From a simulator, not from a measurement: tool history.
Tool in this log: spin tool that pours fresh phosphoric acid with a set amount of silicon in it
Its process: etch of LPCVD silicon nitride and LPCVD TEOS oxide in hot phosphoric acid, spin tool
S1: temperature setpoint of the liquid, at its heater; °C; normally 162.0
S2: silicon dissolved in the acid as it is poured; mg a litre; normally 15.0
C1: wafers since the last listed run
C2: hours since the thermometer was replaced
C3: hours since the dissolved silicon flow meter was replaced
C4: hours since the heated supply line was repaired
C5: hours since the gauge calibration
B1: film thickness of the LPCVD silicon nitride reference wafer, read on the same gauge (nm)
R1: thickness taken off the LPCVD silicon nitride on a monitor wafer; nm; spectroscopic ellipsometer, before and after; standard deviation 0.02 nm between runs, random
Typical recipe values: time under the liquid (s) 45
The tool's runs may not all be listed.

Run 1, day 0.000: usual settings but time under the liquid (s) 30; C1 0; C2 2443.0; C3 236.6; C4 539.4; C5 253.9; B1 50.011. Result: R1 2.341 nm.
At day 0.771: thermometer replaced.
Run 2, day 1.725: usual settings; C1 555; C2 22.9; C3 278.0; C4 580.8; C5 295.3; B1 50.049. Result: R1 3.731 nm.
Run 3, day 3.450: usual settings; C1 569; C2 64.3; C3 319.4; C4 622.2; C5 336.7; B1 49.966. Result: R1 3.746 nm.
At day 4.800: heated supply line repaired.
Run 4, day 7.125: usual settings; C1 1198; C2 152.5; C3 407.6; C4 55.8; C5 424.9; B1 50.000. Result: R1 3.731 nm.
Run 5, day 11.321: usual settings but S1 161.0 °C, S2 4.0 mg a litre, time under the liquid (s) 50; C1 1384; C2 253.2; C3 508.3; C4 156.5; C5 525.6; B1 49.988. Result: R1 4.011 nm.
At day 13.046: dissolved silicon flow meter replaced.
Run 6, day 14.833: usual settings but S1 160.5 °C, S2 23.0 mg a litre, time under the liquid (s) 30; C1 1144; C2 337.5; C3 42.9; C4 240.8; C5 609.9; B1 50.011. Result: R1 2.368 nm.
Run 7, day 16.712: usual settings but S2 10.5 mg a litre, time under the liquid (s) 70; C1 619; C2 382.6; C3 88.0; C4 285.9; C5 655.0; B1 49.989. Result: R1 5.760 nm.
Run 8, day 20.288: usual settings but S1 159.5 °C; C1 1179; C2 468.4; C3 173.8; C4 371.7; C5 740.8; B1 49.984. Result: R1 3.391 nm.
Run 9, day 23.858: usual settings but S1 159.5 °C, S2 24.0 mg a litre; C1 1177; C2 554.1; C3 259.5; C4 457.4; C5 826.5; B1 49.985. Result: R1 3.397 nm.
Run 10, day 28.229: usual settings but S2 5.5 mg a litre, time under the liquid (s) 20; C1 1441; C2 659.0; C3 364.4; C4 562.3; C5 931.4; B1 50.026. Result: R1 1.644 nm.
Run 11, day 31.604: usual settings; C1 1113; C2 740.0; C3 445.4; C4 643.3; C5 1012.4; B1 50.005. Result: R1 3.666 nm.
Run 12, day 34.829: usual settings; C1 1063; C2 817.4; C3 522.8; C4 720.7; C5 1089.8; B1 49.990. Result: R1 3.648 nm.
At day 35.654: heated supply line repaired.
Run 13, day 37.854: usual settings but S1 164.5 °C, S2 21.0 mg a litre, time under the liquid (s) 65; C1 984; C2 890.0; C3 595.4; C4 52.8; C5 1162.4; B1 49.990. Result: R1 5.707 nm.
At day 40.562: dissolved silicon flow meter replaced.
Run 14, day 41.246: usual settings but S1 164.5 °C, S2 10.5 mg a litre; C1 1105; C2 971.4; C3 16.4; C4 134.2; C5 1243.8; B1 49.975. Result: R1 3.943 nm.
Run 15, day 45.512: usual settings; C1 1407; C2 1073.8; C3 118.8; C4 236.6; C5 1346.2; B1 49.998. Result: R1 3.603 nm.
Run 16, day 47.883: usual settings but S1 164.0 °C, S2 11.5 mg a litre, time under the liquid (s) 35; C1 782; C2 1130.7; C3 175.7; C4 293.5; C5 1403.1; B1 50.019. Result: R1 3.040 nm.
Run 17, day 52.096: usual settings but S1 160.5 °C, S2 6.5 mg a litre, time under the liquid (s) 20; C1 1389; C2 1231.8; C3 276.8; C4 394.6; C5 1504.2; B1 49.997. Result: R1 1.519 nm.
Run 18, day 55.283: usual settings; C1 1051; C2 1308.3; C3 353.3; C4 471.1; C5 1580.7; B1 50.003. Result: R1 3.614 nm.
Run 19, day 58.175: usual settings but S1 160.5 °C, S2 23.0 mg a litre, time under the liquid (s) 30; C1 953; C2 1377.7; C3 422.7; C4 540.5; C5 1650.1; B1 49.956. Result: R1 2.281 nm.
Run 20, day 60.821: usual settings; C1 872; C2 1441.2; C3 486.2; C4 604.0; C5 1713.6; B1 49.977. Result: R1 3.622 nm.
Run 21, day 62.383: usual settings but S1 164.5 °C, time under the liquid (s) 60; C1 515; C2 1478.7; C3 523.7; C4 641.5; C5 1751.1; B1 50.007. Result: R1 5.229 nm.
At day 63.233: dissolved silicon flow meter replaced.
Run 22, day 66.462: usual settings but S2 21.0 mg a litre; C1 1331; C2 1576.6; C3 77.5; C4 739.4; C5 1849.0; B1 49.987. Result: R1 3.591 nm.

Predict each of these 4 candidate next runs independently; none follows another, all start after run 22:
Run A, day 66.479: usual settings; C1 5; C2 1577.0; C3 77.9; C4 739.8; C5 1849.4; B1 ?. Result: R1 ?.
Run B, day 66.479: usual settings but S1 164.0 °C, time under the liquid (s) 60; C1 5; C2 1577.0; C3 77.9; C4 739.8; C5 1849.4; B1 ?. Result: R1 ?.
Run C, day 66.479: usual settings but S2 18.5 mg a litre, time under the liquid (s) 20; C1 5; C2 1577.0; C3 77.9; C4 739.8; C5 1849.4; B1 ?. Result: R1 ?.
Run D, day 66.479: usual settings but S2 22.0 mg a litre, time under the liquid (s) 55; C1 5; C2 1577.0; C3 77.9; C4 739.8; C5 1849.4; B1 ?. Result: R1 ?.

run      B1     R1
  A  50.028  3.569
  B  50.028  5.087
  C  50.028  1.586
  D  50.028  4.362
Had the tool no hidden state, the same runs would have come out as:
run     R1
  A  3.791
  B  5.401
  C  1.685
  D  4.634

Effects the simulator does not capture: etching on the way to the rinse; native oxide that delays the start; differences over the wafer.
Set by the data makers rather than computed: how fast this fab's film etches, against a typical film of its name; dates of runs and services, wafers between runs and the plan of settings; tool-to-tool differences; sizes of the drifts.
